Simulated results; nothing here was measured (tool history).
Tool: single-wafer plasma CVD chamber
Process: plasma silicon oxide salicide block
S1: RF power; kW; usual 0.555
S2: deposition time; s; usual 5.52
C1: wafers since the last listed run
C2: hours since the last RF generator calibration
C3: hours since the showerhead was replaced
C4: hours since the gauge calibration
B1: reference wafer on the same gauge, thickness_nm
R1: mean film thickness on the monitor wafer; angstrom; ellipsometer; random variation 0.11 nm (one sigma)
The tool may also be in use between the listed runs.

run     day     S1    S2   C1     C2      C3     C4      B1      R1
  1       0  0.555  5.52    0    494  5876.6  236.3  55.127  506.14
  2   1.362  0.555  5.52  717  526.7  5909.3    269   55.08  503.25
  3   2.133  0.555  5.52  406  545.2  5927.8  287.5  55.137  503.29
  4   3.596  0.625  5.52  770  580.3  5962.9  322.6  55.106  516.69
  5   4.808  0.625  5.52  638  609.4    5992  351.7  55.103  516.22
  6   5.771  0.555  5.52  507  632.5  6015.1  374.8  55.118  501.89
  7   6.879  0.555  5.52  583  659.1  6041.7  401.4  55.105  500.97
  8   7.788  0.555  5.52  478  680.9  6063.5  423.2  55.064  503.38
  9   9.258  0.555  5.52  775  716.2  6098.8  458.5  55.101  500.83
 10   9.808  0.555  5.52  289  729.4    6112  471.7  55.088  501.76
     10.342  -- gauge calibrated
 11  11.283  0.555  5.52  777  764.8  6147.4   22.6   55.13  499.96
 12  11.821  0.555  6.52  283  777.7  6160.3   35.5  55.104  591.81
       12.5  -- showerhead replaced
 13  12.667   0.47  5.89  270    798       4   55.8  55.128  515.77
 14  13.242  0.605  5.52  302  811.8    17.8   69.6  55.092  508.64
 15  14.146  0.455  4.78  476  833.5    39.5   91.3  55.102  417.35
     14.521  -- RF generator calibrated
 16  15.429  0.555  5.52  500   21.8    70.3  122.1  55.111  508.67
 17  16.171  0.665  6.61  390   39.6    88.1  139.9  55.099  633.58
 18  16.979  0.555  5.17  425     59   107.5  159.3  55.092  475.68
 19  18.388   0.46  4.74  742   92.8   141.3  193.1   55.09  421.67
 20  19.562  0.555  4.57  619    121   169.5  221.3  55.076  418.97
 21  20.367  0.555  5.52  423  140.3   188.8  240.6  55.061  505.33
 22  21.275  0.615  5.11  478  162.1   210.6  262.4  55.121  480.49
 23  21.958  0.555  6.32  360  178.5     227  278.8  55.143  581.53

4 ways to go on from here, each from the tool as it stands after run 23. What would each give?
  A  21.975  0.555  5.52   8  178.9  227.4  279.2   ?   ?
  B  21.975  0.485  6.37   8  178.9  227.4  279.2   ?   ?
  C  21.975  0.475  6.01   8  178.9  227.4  279.2   ?   ?
  D  21.975  0.635  4.64   8  178.9  227.4  279.2   ?   ?

run      B1      R1
  A  55.074  507.31
  B  55.074  570.24
  C  55.074   535.9
  D  55.074   438.3
Without the tool's hidden state the same runs would have given:
run      R1
  A  508.04
  B  571.06
  C  536.67
  D  438.93

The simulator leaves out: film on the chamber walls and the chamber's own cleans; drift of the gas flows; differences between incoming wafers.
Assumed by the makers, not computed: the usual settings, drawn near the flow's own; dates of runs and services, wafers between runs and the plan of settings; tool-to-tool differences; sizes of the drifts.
